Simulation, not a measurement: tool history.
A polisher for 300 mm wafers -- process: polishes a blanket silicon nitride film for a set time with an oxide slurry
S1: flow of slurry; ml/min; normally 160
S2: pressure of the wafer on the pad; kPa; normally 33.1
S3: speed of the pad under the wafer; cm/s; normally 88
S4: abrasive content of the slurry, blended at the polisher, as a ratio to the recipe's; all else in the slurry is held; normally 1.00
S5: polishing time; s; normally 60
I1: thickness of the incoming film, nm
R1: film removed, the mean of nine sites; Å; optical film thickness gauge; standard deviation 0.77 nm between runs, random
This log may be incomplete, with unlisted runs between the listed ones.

| run | day | S1 | S2 | S3 | S4 | S5 | I1 | R1 |
|---|---|---|---|---|---|---|---|---|
| 1 | 0.000 | 160 | 33.1 | 74 | 1.00 | 67 | 356.4 | 429 |
|  | 2.517 | slurry nozzle cleaned |
| 2 | 2.538 | 160 | 33.1 | 74 | 1.00 | 67 | 363.3 | 399 |
|  | 5.808 | slurry blender recalibrated |
|  | 8.083 | worn pad replaced by a new one |
| 3 | 10.121 | 160 | 33.1 | 88 | 1.00 | 60 | 353.4 | 449 |
| 4 | 12.900 | 160 | 33.1 | 88 | 1.00 | 60 | 364.6 | 412 |
| 5 | 14.746 | 160 | 33.1 | 88 | 1.00 | 60 | 361.7 | 392 |
|  | 16.933 | slurry blender recalibrated |
| 6 | 17.688 | 160 | 33.1 | 96 | 1.00 | 71 | 360.2 | 563 |
|  | 19.346 | worn pad replaced by a new one |
| 7 | 19.629 | 160 | 33.1 | 96 | 1.00 | 71 | 359.1 | 611 |
| 8 | 21.679 | 160 | 33.1 | 96 | 1.00 | 71 | 361.3 | 573 |
|  | 22.096 | conditioning disc replaced and pad reconditioned |
| 9 | 23.092 | 160 | 41.4 | 88 | 1.00 | 60 | 355.3 | 535 |
| 10 | 24.108 | 160 | 41.4 | 88 | 1.00 | 60 | 352.3 | 521 |
| 11 | 26.817 | 160 | 33.1 | 88 | 1.00 | 49 | 362.9 | 314 |
|  | 27.975 | slurry blender recalibrated |
|  | 28.617 | worn pad replaced by a new one |
|  | 29.229 | head pressure recalibrated |
| 12 | 29.421 | 160 | 33.1 | 88 | 1.00 | 60 | 356.3 | 494 |
| 13 | 31.983 | 160 | 40.0 | 72 | 0.75 | 60 | 359.3 | 415 |
|  | 32.058 | slurry nozzle cleaned |
| 14 | 34.983 | 160 | 33.1 | 88 | 1.00 | 60 | 368.2 | 396 |
| 15 | 37.600 | 160 | 26.2 | 88 | 1.00 | 60 | 353.3 | 310 |
|  | 38.421 | slurry blender recalibrated |
| 16 | 39.212 | 160 | 40.7 | 88 | 1.10 | 60 | 352.7 | 541 |
|  | 40.388 | worn pad replaced by a new one |
| 17 | 40.408 | 160 | 41.4 | 88 | 1.10 | 60 | 356.2 | 632 |
| 18 | 41.429 | 195 | 33.1 | 88 | 0.75 | 60 | 353.9 | 416 |
| 19 | 43.333 | 160 | 33.1 | 114 | 1.00 | 60 | 360.2 | 532 |
| 20 | 44.333 | 160 | 33.1 | 110 | 0.75 | 43 | 362.2 | 317 |
| 21 | 46.379 | 160 | 29.6 | 80 | 1.00 | 60 | 359.2 | 323 |
| 22 | 47.812 | 160 | 33.1 | 88 | 1.00 | 53 | 356.2 | 331 |
|  | 48.079 | conditioning disc replaced and pad reconditioned |
|  | 48.150 | slurry blender recalibrated |
| 23 | 49.354 | 130 | 33.1 | 88 | 1.00 | 50 | 364.1 | 343 |
|  | 49.754 | worn pad replaced by a new one |
| 24 | 50.596 | 160 | 33.1 | 88 | 1.00 | 60 | 358.4 | 486 |
| 25 | 51.746 | 160 | 33.1 | 88 | 1.00 | 71 | 360.3 | 536 |

State the hidden condition of the tool at each of the runs:
slurry flow missing at the pad, %: 0 across all the runs
deviation of the head's pressure from its setpoint, %: 0 across all the runs
time polished since the conditioner stopped cutting, s: 0 across all the runs
H1: removal rate lost through wear of the pad, %
H2: abrasive missing from the slurry, %
| run | H1 | H2 |
|---|---|---|
| 1 | 8.07 | 20 |
| 2 | 11.5 | 28.6 |
| 3 | 7.34 | 19.5 |
| 4 | 11.9 | 28.9 |
| 5 | 13.4 | 35.1 |
| 6 | 14.6 | 5.04 |
| 7 | 1.39 | 11.6 |
| 8 | 7.47 | 18.5 |
| 9 | 9.99 | 23.3 |
| 10 | 11.3 | 26.8 |
| 11 | 13.3 | 35.9 |
| 12 | 4.04 | 5.53 |
| 13 | 10.2 | 14.2 |
| 14 | 13.4 | 24.3 |
| 15 | 14.6 | 33.2 |
| 16 | 15 | 8.95 |
| 17 | 1.61 | 13 |
| 18 | 5.36 | 16.4 |
| 19 | 9.98 | 22.9 |
| 20 | 11.6 | 26.3 |
| 21 | 13.7 | 33.2 |
| 22 | 14.5 | 38 |
| 23 | 15.2 | 5.59 |
| 24 | 4.09 | 9.79 |
| 25 | 7.37 | 13.7 |
